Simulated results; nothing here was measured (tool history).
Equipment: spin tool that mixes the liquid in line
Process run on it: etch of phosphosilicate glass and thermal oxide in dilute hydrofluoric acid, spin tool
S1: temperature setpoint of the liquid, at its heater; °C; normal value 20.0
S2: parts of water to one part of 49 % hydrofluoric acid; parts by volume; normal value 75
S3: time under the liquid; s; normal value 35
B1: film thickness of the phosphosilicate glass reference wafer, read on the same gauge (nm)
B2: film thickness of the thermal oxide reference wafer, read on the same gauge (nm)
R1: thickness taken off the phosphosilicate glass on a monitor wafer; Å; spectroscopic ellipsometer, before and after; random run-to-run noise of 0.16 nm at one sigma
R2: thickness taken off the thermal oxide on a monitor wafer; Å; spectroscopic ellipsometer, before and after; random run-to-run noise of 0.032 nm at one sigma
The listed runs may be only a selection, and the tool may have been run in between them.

run	hour	S1	S2	S3	B1	B2	R1	R2
1	0.0	20.0	75	40	69.76	129.554	321.4	23.58
2	19.7	20.0	75	35	69.67	129.468	279.4	20.62
3	37.0	18.5	75	35	69.68	129.396	259.9	19.69
# hour 40.9: hydrofluoric acid flow meter replaced
4	69.5	20.0	75	20	69.60	129.221	160.0	11.87
5	100.4	17.0	75	50	69.46	129.053	352.0	25.86
6	124.2	25.0	115	25	69.40	128.950	150.7	11.40
7	149.2	25.0	75	35	69.33	128.777	340.5	25.78
8	167.3	20.0	75	35	69.29	128.674	280.2	20.93
9	180.9	20.0	100	30	69.24	128.662	172.7	13.19
10	203.2	20.0	75	35	69.20	128.511	276.5	20.63
# hour 232.7: thermometer replaced
11	237.9	20.0	45	35	69.08	128.303	479.0	35.83
12	261.7	20.0	60	25	69.04	128.196	255.6	18.58
13	288.0	18.5	105	20	68.95	128.074	103.3	7.84
14	323.7	21.5	75	25	68.89	127.875	213.1	16.16
15	348.1	20.0	95	35	68.79	127.727	213.2	15.91
16	363.7	20.0	75	35	68.75	127.671	278.0	20.76
17	391.2	20.0	110	35	68.67	127.553	179.3	13.58
18	407.1	25.0	115	55	68.60	127.427	326.0	24.13
19	445.2	20.0	60	15	68.53	127.236	150.3	11.59
20	473.1	20.0	75	35	68.45	127.134	274.9	20.36
21	493.3	20.0	75	35	68.40	127.001	275.5	20.78
22	512.4	17.0	75	20	68.34	126.875	138.8	10.04
23	530.3	20.0	75	35	68.25	126.799	275.5	20.63
# hour 552.5: gauge calibrated
24	561.6	20.0	75	35	69.83	129.709	281.8	20.98
25	589.1	20.0	75	35	69.73	129.528	280.0	20.79

What if the next run were any one of these 5? Each begins from the tool's condition after run 25:
A	589.5	20.0	75	35	?	?	?	?
B	589.5	21.5	35	35	?	?	?	?
C	589.5	17.5	55	30	?	?	?	?
D	589.5	23.0	100	55	?	?	?	?
E	589.5	17.0	110	55	?	?	?	?

run	B1	B2	R1	R2
A	69.75	129.519	279.5	20.98
B	69.75	129.519	669.7	50.27
C	69.75	129.519	300.6	22.56
D	69.75	129.519	361.6	27.14
E	69.75	129.519	254.3	19.09
With the hidden condition removed and each run's random variation left untouched, the same runs would have given:
run	R1	R2
A	280.6	21.06
B	672.3	50.46
C	301.7	22.65
D	362.9	27.24
E	255.2	19.16
